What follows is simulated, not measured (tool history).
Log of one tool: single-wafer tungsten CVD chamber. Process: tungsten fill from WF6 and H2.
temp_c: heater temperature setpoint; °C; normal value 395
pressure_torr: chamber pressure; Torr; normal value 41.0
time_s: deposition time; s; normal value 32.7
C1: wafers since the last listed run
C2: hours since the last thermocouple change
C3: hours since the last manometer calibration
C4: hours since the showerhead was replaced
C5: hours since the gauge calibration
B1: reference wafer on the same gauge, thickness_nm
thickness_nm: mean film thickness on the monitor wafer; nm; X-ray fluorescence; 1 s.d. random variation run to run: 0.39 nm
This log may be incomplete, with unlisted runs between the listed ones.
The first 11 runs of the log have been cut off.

{"run": 12, "hour": 805.1, "temp_c": 395, "pressure_torr": 33.3, "time_s": 32.7, "C1": 1226, "C2": 1635.8, "C3": 779.7, "C4": 6229.9, "C5": 270.5, "B1": 79.245, "thickness_nm": 78.278}
{"hour": 889.7, "done": "capacitance manometer re-zeroed and calibrated"}
{"run": 13, "hour": 892.6, "temp_c": 395, "pressure_torr": 41.0, "time_s": 32.7, "C1": 1477, "C2": 1723.3, "C3": 2.9, "C4": 6317.4, "C5": 358.0, "B1": 79.32, "thickness_nm": 91.116}
{"hour": 931.8, "done": "thermocouple changed; heater temperature recalibrated"}
{"run": 14, "hour": 1153.3, "temp_c": 395, "pressure_torr": 41.0, "time_s": 32.7, "C1": 4697, "C2": 221.5, "C3": 263.6, "C4": 6578.1, "C5": 618.7, "B1": 79.283, "thickness_nm": 91.359}
{"run": 15, "hour": 1232.7, "temp_c": 395, "pressure_torr": 41.0, "time_s": 32.7, "C1": 1476, "C2": 300.9, "C3": 343.0, "C4": 6657.5, "C5": 698.1, "B1": 79.277, "thickness_nm": 90.988}
{"run": 16, "hour": 1287.8, "temp_c": 395, "pressure_torr": 41.0, "time_s": 31.1, "C1": 1024, "C2": 356.0, "C3": 398.1, "C4": 6712.6, "C5": 753.2, "B1": 79.365, "thickness_nm": 86.146}
{"run": 17, "hour": 1357.4, "temp_c": 395, "pressure_torr": 41.0, "time_s": 32.7, "C1": 1293, "C2": 425.6, "C3": 467.7, "C4": 6782.2, "C5": 822.8, "B1": 79.23, "thickness_nm": 90.913}
{"run": 18, "hour": 1421.4, "temp_c": 390, "pressure_torr": 45.7, "time_s": 32.7, "C1": 1189, "C2": 489.6, "C3": 531.7, "C4": 6846.2, "C5": 886.8, "B1": 79.301, "thickness_nm": 90.077}
{"hour": 1501.8, "done": "showerhead replaced"}
{"run": 19, "hour": 1504.7, "temp_c": 382, "pressure_torr": 51.1, "time_s": 34.4, "C1": 1399, "C2": 572.9, "C3": 615.0, "C4": 2.9, "C5": 970.1, "B1": 79.269, "thickness_nm": 89.742}
{"hour": 1550.7, "done": "capacitance manometer re-zeroed and calibrated, repeated, since the last time left the tool worse"}
{"run": 20, "hour": 1560.9, "temp_c": 395, "pressure_torr": 41.0, "time_s": 32.7, "C1": 896, "C2": 629.1, "C3": 10.2, "C4": 59.1, "C5": 1026.3, "B1": 79.208, "thickness_nm": 95.756}
{"run": 21, "hour": 1645.8, "temp_c": 382, "pressure_torr": 37.4, "time_s": 35.5, "C1": 1578, "C2": 714.0, "C3": 95.1, "C4": 144.0, "C5": 1111.2, "B1": 79.318, "thickness_nm": 77.006}
{"run": 22, "hour": 1738.6, "temp_c": 381, "pressure_torr": 41.0, "time_s": 34.8, "C1": 1725, "C2": 806.8, "C3": 187.9, "C4": 236.8, "C5": 1204.0, "B1": 79.305, "thickness_nm": 80.349}
{"run": 23, "hour": 1840.0, "temp_c": 395, "pressure_torr": 41.0, "time_s": 32.7, "C1": 1884, "C2": 908.2, "C3": 289.3, "C4": 338.2, "C5": 1305.4, "B1": 79.391, "thickness_nm": 95.351}
{"run": 24, "hour": 1901.2, "temp_c": 403, "pressure_torr": 35.8, "time_s": 28.8, "C1": 1137, "C2": 969.4, "C3": 350.5, "C4": 399.4, "C5": 1366.6, "B1": 79.308, "thickness_nm": 85.584}
{"hour": 1959.9, "done": "gauge calibrated"}
{"run": 25, "hour": 1989.5, "temp_c": 381, "pressure_torr": 41.0, "time_s": 32.7, "C1": 1641, "C2": 1057.7, "C3": 438.8, "C4": 487.7, "C5": 29.6, "B1": 79.301, "thickness_nm": 74.311}
{"run": 26, "hour": 2080.9, "temp_c": 407, "pressure_torr": 50.4, "time_s": 29.9, "C1": 1699, "C2": 1149.1, "C3": 530.2, "C4": 579.1, "C5": 121.0, "B1": 79.263, "thickness_nm": 120.956}
{"run": 27, "hour": 2165.1, "temp_c": 395, "pressure_torr": 41.0, "time_s": 26.6, "C1": 1565, "C2": 1233.3, "C3": 614.4, "C4": 663.3, "C5": 205.2, "B1": 79.293, "thickness_nm": 77.412}
{"run": 28, "hour": 2248.6, "temp_c": 383, "pressure_torr": 41.0, "time_s": 32.7, "C1": 1552, "C2": 1316.8, "C3": 697.9, "C4": 746.8, "C5": 288.7, "B1": 79.328, "thickness_nm": 76.805}
{"run": 29, "hour": 2342.0, "temp_c": 385, "pressure_torr": 41.0, "time_s": 32.7, "C1": 1736, "C2": 1410.2, "C3": 791.3, "C4": 840.2, "C5": 382.1, "B1": 79.247, "thickness_nm": 79.774}
{"run": 30, "hour": 2432.4, "temp_c": 408, "pressure_torr": 32.5, "time_s": 30.9, "C1": 1680, "C2": 1500.6, "C3": 881.7, "C4": 930.6, "C5": 472.5, "B1": 79.373, "thickness_nm": 89.395}
{"run": 31, "hour": 2508.0, "temp_c": 386, "pressure_torr": 35.7, "time_s": 38.1, "C1": 1405, "C2": 1576.2, "C3": 957.3, "C4": 1006.2, "C5": 548.1, "B1": 79.345, "thickness_nm": 82.956}
{"hour": 2551.1, "done": "thermocouple changed; heater temperature recalibrated"}
{"hour": 2566.1, "done": "capacitance manometer re-zeroed and calibrated"}
{"run": 32, "hour": 2603.5, "temp_c": 395, "pressure_torr": 31.6, "time_s": 32.7, "C1": 1477, "C2": 52.4, "C3": 37.4, "C4": 1101.7, "C5": 643.6, "B1": 79.3, "thickness_nm": 76.322}
{"run": 33, "hour": 2655.6, "temp_c": 408, "pressure_torr": 41.0, "time_s": 32.7, "C1": 968, "C2": 104.5, "C3": 89.5, "C4": 1153.8, "C5": 695.7, "B1": 79.318, "thickness_nm": 116.412}

Branching from run 33: 5 alternative next runs. What would each branch give?
{"run": "A", "hour": 2656.0, "temp_c": 387, "pressure_torr": 41.0, "time_s": 32.7, "C1": 7, "C2": 104.9, "C3": 89.9, "C4": 1154.2, "C5": 696.1, "B1": "?", "thickness_nm": "?"}
{"run": "B", "hour": 2656.0, "temp_c": 400, "pressure_torr": 32.1, "time_s": 36.2, "C1": 7, "C2": 104.9, "C3": 89.9, "C4": 1154.2, "C5": 696.1, "B1": "?", "thickness_nm": "?"}
{"run": "C", "hour": 2656.0, "temp_c": 383, "pressure_torr": 37.7, "time_s": 32.7, "C1": 7, "C2": 104.9, "C3": 89.9, "C4": 1154.2, "C5": 696.1, "B1": "?", "thickness_nm": "?"}
{"run": "D", "hour": 2656.0, "temp_c": 388, "pressure_torr": 41.0, "time_s": 30.9, "C1": 7, "C2": 104.9, "C3": 89.9, "C4": 1154.2, "C5": 696.1, "B1": "?", "thickness_nm": "?"}
{"run": "E", "hour": 2656.0, "temp_c": 404, "pressure_torr": 41.0, "time_s": 32.7, "C1": 7, "C2": 104.9, "C3": 89.9, "C4": 1154.2, "C5": 696.1, "B1": "?", "thickness_nm": "?"}

run=A B1=79.273 thickness_nm=83.263
run=B B1=79.273 thickness_nm=92.634
run=C B1=79.273 thickness_nm=72.612
run=D B1=79.273 thickness_nm=80.034
run=E B1=79.273 thickness_nm=110.174
Had the tool no hidden state, the same runs would have come out as:
run=A thickness_nm=83.199
run=B thickness_nm=92.560
run=C thickness_nm=72.555
run=D thickness_nm=79.972
run=E thickness_nm=110.089
